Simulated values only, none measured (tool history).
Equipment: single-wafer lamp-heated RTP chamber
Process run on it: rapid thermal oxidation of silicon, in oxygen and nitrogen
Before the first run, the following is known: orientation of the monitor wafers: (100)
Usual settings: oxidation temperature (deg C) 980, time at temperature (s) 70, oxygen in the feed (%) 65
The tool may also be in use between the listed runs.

run	day	oxidation temperature (deg C)	time at temperature (s)	oxygen in the feed (%)	wafers since the last listed run	wafers since the last pyrometer calibration	hours since the oxygen flow controller was replaced	hours since the gauge calibration	read-back reference wafer on the same gauge, thickness	oxide thickness on the monitor wafer (angstrom)
1	0	990	70	65	0	6395	5178.2	274.5	4.334	50.8
2	0.712	990	70	65	92	6488	5195.3	291.6	4.338	50.78
3	5.171	980	70	65	581	7070	5302.3	398.6	4.342	47.44
4	6.088	980	70	65	119	7189	5324.3	420.6	4.34	47.47
5	6.842	980	70	65	98	7288	5342.4	438.7	4.342	47.62
6	7.342	980	70	65	65	7353	5354.4	450.7	4.345	47.46
7	7.867	980	70	65	68	7422	5367	463.3	4.342	47.69
8	9.046	980	70	53	153	7576	5395.3	491.6	4.342	44.57
9	9.925	980	70	53	114	7690	5416.4	512.7	4.337	44.56
# day 10.683: pyrometer window cleaned and pyrometer calibrated
10	10.9	961	70	65	83	28	5439.8	536.1	4.341	42.26
# day 11.188: gauge calibrated
11	11.571	961	70	65	87	115	5455.9	9.2	4.334	42.22
12	12.642	980	70	65	139	255	5481.6	34.9	4.337	48.39

For run 13, what comes out?
13	13.521	980	57	65	114	370	5502.7	56	?	?

read-back reference wafer on the same gauge, thickness: 4.34
oxide thickness on the monitor wafer (angstrom): 44.22
With the hidden condition absent and the run-to-run variation left alone, this run would have shown oxide thickness on the monitor wafer (angstrom) 42.4.
